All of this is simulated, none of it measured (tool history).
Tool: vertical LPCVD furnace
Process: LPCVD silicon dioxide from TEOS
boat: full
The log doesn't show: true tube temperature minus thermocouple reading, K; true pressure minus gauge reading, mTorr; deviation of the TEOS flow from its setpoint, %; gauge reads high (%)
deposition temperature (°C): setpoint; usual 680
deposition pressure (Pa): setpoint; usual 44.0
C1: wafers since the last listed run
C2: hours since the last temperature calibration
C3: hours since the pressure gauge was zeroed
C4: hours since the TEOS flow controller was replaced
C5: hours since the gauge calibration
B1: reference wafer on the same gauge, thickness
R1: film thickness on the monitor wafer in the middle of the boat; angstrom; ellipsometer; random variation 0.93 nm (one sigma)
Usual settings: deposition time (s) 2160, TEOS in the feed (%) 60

{"run": 1, "hour": 0.0, "deposition temperature (°C)": 680, "deposition pressure (Pa)": 44.0, "deposition time (s)": 2160, "TEOS in the feed (%)": 60, "C1": 0, "C2": 964.8, "C3": 4013.2, "C4": 4024.2, "C5": 1312.4, "B1": 203.13, "R1": 1715.0}
{"run": 2, "hour": 98.8, "deposition temperature (°C)": 680, "deposition pressure (Pa)": 44.0, "deposition time (s)": 2160, "TEOS in the feed (%)": 60, "C1": 824, "C2": 1063.6, "C3": 4112.0, "C4": 4123.0, "C5": 1411.2, "B1": 202.59, "R1": 1721.3}
{"run": 3, "hour": 169.6, "deposition temperature (°C)": 680, "deposition pressure (Pa)": 44.0, "deposition time (s)": 2160, "TEOS in the feed (%)": 60, "C1": 590, "C2": 1134.4, "C3": 4182.8, "C4": 4193.8, "C5": 1482.0, "B1": 203.14, "R1": 1737.1}
{"run": 4, "hour": 256.1, "deposition temperature (°C)": 680, "deposition pressure (Pa)": 44.0, "deposition time (s)": 2160, "TEOS in the feed (%)": 60, "C1": 721, "C2": 1220.9, "C3": 4269.3, "C4": 4280.3, "C5": 1568.5, "B1": 202.67, "R1": 1741.0}
{"run": 5, "hour": 342.6, "deposition temperature (°C)": 680, "deposition pressure (Pa)": 44.0, "deposition time (s)": 2160, "TEOS in the feed (%)": 60, "C1": 721, "C2": 1307.4, "C3": 4355.8, "C4": 4366.8, "C5": 1655.0, "B1": 203.03, "R1": 1745.2}
{"run": 6, "hour": 396.5, "deposition temperature (°C)": 680, "deposition pressure (Pa)": 44.0, "deposition time (s)": 2160, "TEOS in the feed (%)": 60, "C1": 449, "C2": 1361.3, "C3": 4409.7, "C4": 4420.7, "C5": 1708.9, "B1": 202.97, "R1": 1729.2}
{"run": 7, "hour": 446.2, "deposition temperature (°C)": 680, "deposition pressure (Pa)": 44.0, "deposition time (s)": 2160, "TEOS in the feed (%)": 60, "C1": 414, "C2": 1411.0, "C3": 4459.4, "C4": 4470.4, "C5": 1758.6, "B1": 203.34, "R1": 1732.0}
{"run": 8, "hour": 526.2, "deposition temperature (°C)": 680, "deposition pressure (Pa)": 44.0, "deposition time (s)": 2850, "TEOS in the feed (%)": 60, "C1": 667, "C2": 1491.0, "C3": 4539.4, "C4": 4550.4, "C5": 1838.6, "B1": 202.76, "R1": 2312.1}
{"hour": 609.8, "done": "gauge calibrated"}
{"run": 9, "hour": 620.6, "deposition temperature (°C)": 680, "deposition pressure (Pa)": 44.0, "deposition time (s)": 2850, "TEOS in the feed (%)": 60, "C1": 787, "C2": 1585.4, "C3": 4633.8, "C4": 4644.8, "C5": 10.8, "B1": 203.24, "R1": 2312.6}
{"run": 10, "hour": 661.1, "deposition temperature (°C)": 680, "deposition pressure (Pa)": 44.0, "deposition time (s)": 2850, "TEOS in the feed (%)": 60, "C1": 337, "C2": 1625.9, "C3": 4674.3, "C4": 4685.3, "C5": 51.3, "B1": 203.13, "R1": 2292.8}
{"hour": 783.1, "done": "pressure gauge zeroed"}
{"run": 11, "hour": 783.6, "deposition temperature (°C)": 680, "deposition pressure (Pa)": 44.0, "deposition time (s)": 2160, "TEOS in the feed (%)": 60, "C1": 822, "C2": 1748.4, "C3": 0.5, "C4": 4807.8, "C5": 173.8, "B1": 203.13, "R1": 1751.5}
{"run": 12, "hour": 809.2, "deposition temperature (°C)": 680, "deposition pressure (Pa)": 44.0, "deposition time (s)": 2160, "TEOS in the feed (%)": 60, "C1": 213, "C2": 1774.0, "C3": 26.1, "C4": 4833.4, "C5": 199.4, "B1": 203.16, "R1": 1758.1}
{"run": 13, "hour": 881.7, "deposition temperature (°C)": 680, "deposition pressure (Pa)": 44.0, "deposition time (s)": 2160, "TEOS in the feed (%)": 60, "C1": 605, "C2": 1846.5, "C3": 98.6, "C4": 4905.9, "C5": 271.9, "B1": 203.23, "R1": 1786.8}
{"run": 14, "hour": 966.7, "deposition temperature (°C)": 680, "deposition pressure (Pa)": 44.0, "deposition time (s)": 2850, "TEOS in the feed (%)": 60, "C1": 709, "C2": 1931.5, "C3": 183.6, "C4": 4990.9, "C5": 356.9, "B1": 202.8, "R1": 2358.4}
{"run": 15, "hour": 1022.5, "deposition temperature (°C)": 680, "deposition pressure (Pa)": 48.0, "deposition time (s)": 2160, "TEOS in the feed (%)": 65, "C1": 465, "C2": 1987.3, "C3": 239.4, "C4": 5046.7, "C5": 412.7, "B1": 202.68, "R1": 1943.5}
{"run": 16, "hour": 1096.6, "deposition temperature (°C)": 680, "deposition pressure (Pa)": 44.0, "deposition time (s)": 2160, "TEOS in the feed (%)": 60, "C1": 618, "C2": 2061.4, "C3": 313.5, "C4": 5120.8, "C5": 486.8, "B1": 203.01, "R1": 1790.1}
{"run": 17, "hour": 1288.6, "deposition temperature (°C)": 680, "deposition pressure (Pa)": 44.0, "deposition time (s)": 1800, "TEOS in the feed (%)": 60, "C1": 1602, "C2": 2253.4, "C3": 505.5, "C4": 5312.8, "C5": 678.8, "B1": 202.94, "R1": 1505.8}
{"run": 18, "hour": 1335.5, "deposition temperature (°C)": 674, "deposition pressure (Pa)": 44.0, "deposition time (s)": 2160, "TEOS in the feed (%)": 71, "C1": 391, "C2": 2300.3, "C3": 552.4, "C4": 5359.7, "C5": 725.7, "B1": 203.25, "R1": 1701.6}
{"hour": 1398.0, "done": "TEOS flow controller replaced"}
{"run": 19, "hour": 1398.5, "deposition temperature (°C)": 680, "deposition pressure (Pa)": 44.0, "deposition time (s)": 2160, "TEOS in the feed (%)": 56, "C1": 325, "C2": 2363.3, "C3": 615.4, "C4": 0.5, "C5": 788.7, "B1": 202.82, "R1": 1745.7}
{"run": 20, "hour": 1421.2, "deposition temperature (°C)": 680, "deposition pressure (Pa)": 52.0, "deposition time (s)": 1620, "TEOS in the feed (%)": 60, "C1": 189, "C2": 2386.0, "C3": 638.1, "C4": 23.2, "C5": 811.4, "B1": 203.26, "R1": 1463.6}
{"run": 21, "hour": 1460.0, "deposition temperature (°C)": 680, "deposition pressure (Pa)": 44.0, "deposition time (s)": 2490, "TEOS in the feed (%)": 57, "C1": 323, "C2": 2424.8, "C3": 676.9, "C4": 62.0, "C5": 850.2, "B1": 202.73, "R1": 2014.0}
{"hour": 1553.1, "done": "thermocouples replaced and temperature profile calibrated"}
{"run": 22, "hour": 1566.7, "deposition temperature (°C)": 680, "deposition pressure (Pa)": 36.7, "deposition time (s)": 2160, "TEOS in the feed (%)": 68, "C1": 690, "C2": 13.6, "C3": 783.6, "C4": 168.7, "C5": 956.9, "B1": 203.02, "R1": 1655.3}
{"run": 23, "hour": 1674.6, "deposition temperature (°C)": 680, "deposition pressure (Pa)": 44.0, "deposition time (s)": 2160, "TEOS in the feed (%)": 60, "C1": 900, "C2": 121.5, "C3": 891.5, "C4": 276.6, "C5": 1064.8, "B1": 202.84, "R1": 1721.5}
{"run": 24, "hour": 1763.1, "deposition temperature (°C)": 690, "deposition pressure (Pa)": 52.7, "deposition time (s)": 1770, "TEOS in the feed (%)": 60, "C1": 738, "C2": 210.0, "C3": 980.0, "C4": 365.1, "C5": 1153.3, "B1": 202.96, "R1": 1940.8}
{"run": 25, "hour": 1847.0, "deposition temperature (°C)": 680, "deposition pressure (Pa)": 44.0, "deposition time (s)": 1920, "TEOS in the feed (%)": 60, "C1": 700, "C2": 293.9, "C3": 1063.9, "C4": 449.0, "C5": 1237.2, "B1": 202.73, "R1": 1509.3}
{"run": 26, "hour": 1932.7, "deposition temperature (°C)": 680, "deposition pressure (Pa)": 44.0, "deposition time (s)": 2160, "TEOS in the feed (%)": 60, "C1": 715, "C2": 379.6, "C3": 1149.6, "C4": 534.7, "C5": 1322.9, "B1": 202.59, "R1": 1715.6}
{"run": 27, "hour": 1979.8, "deposition temperature (°C)": 687, "deposition pressure (Pa)": 36.7, "deposition time (s)": 2520, "TEOS in the feed (%)": 49, "C1": 393, "C2": 426.7, "C3": 1196.7, "C4": 581.8, "C5": 1370.0, "B1": 203.39, "R1": 1943.1}
{"run": 28, "hour": 2151.9, "deposition temperature (°C)": 670, "deposition pressure (Pa)": 39.3, "deposition time (s)": 1800, "TEOS in the feed (%)": 69, "C1": 1436, "C2": 598.8, "C3": 1368.8, "C4": 753.9, "C5": 1542.1, "B1": 203.06, "R1": 1125.5}
{"run": 29, "hour": 2246.2, "deposition temperature (°C)": 680, "deposition pressure (Pa)": 44.0, "deposition time (s)": 1710, "TEOS in the feed (%)": 68, "C1": 786, "C2": 693.1, "C3": 1463.1, "C4": 848.2, "C5": 1636.4, "B1": 203.34, "R1": 1442.9}
{"run": 30, "hour": 2356.5, "deposition temperature (°C)": 680, "deposition pressure (Pa)": 44.0, "deposition time (s)": 2160, "TEOS in the feed (%)": 60, "C1": 920, "C2": 803.4, "C3": 1573.4, "C4": 958.5, "C5": 1746.7, "B1": 202.97, "R1": 1706.2}
{"run": 31, "hour": 2460.7, "deposition temperature (°C)": 685, "deposition pressure (Pa)": 44.0, "deposition time (s)": 2160, "TEOS in the feed (%)": 52, "C1": 869, "C2": 907.6, "C3": 1677.6, "C4": 1062.7, "C5": 1850.9, "B1": 203.13, "R1": 1800.5}

Hidden state or all else? Some run-to-run changes of R1, split into what the settings, what came in and random variation would give without the hidden state, and what is left for the hidden state (with any gauge scatter that isn't in both results):
Run 7 -> 8: deposition time (s) 2160 -> 2850. R1 +580.1 angstrom: hidden state +22.1, all else +558.0.
Run 13 -> 14: deposition time (s) 2160 -> 2850. R1 +571.6 angstrom: hidden state +32.0, all else +539.6.
Run 20 -> 21: deposition pressure (Pa) 52.0 -> 44.0, deposition time (s) 1620 -> 2490, TEOS in the feed (%) 60 -> 57. R1 +550.4 angstrom: hidden state +39.7, all else +510.7.
Run 21 -> 22: deposition pressure (Pa) 44.0 -> 36.7, deposition time (s) 2490 -> 2160, TEOS in the feed (%) 57 -> 68, thermocouples replaced and temperature profile calibrated. R1 -358.7 angstrom: hidden state -127.2, all else -231.5.
Run 27 -> 28: deposition temperature (°C) 687 -> 670, deposition pressure (Pa) 36.7 -> 39.3, deposition time (s) 2520 -> 1800, TEOS in the feed (%) 49 -> 69. R1 -817.6 angstrom: hidden state -3.1, all else -814.5.

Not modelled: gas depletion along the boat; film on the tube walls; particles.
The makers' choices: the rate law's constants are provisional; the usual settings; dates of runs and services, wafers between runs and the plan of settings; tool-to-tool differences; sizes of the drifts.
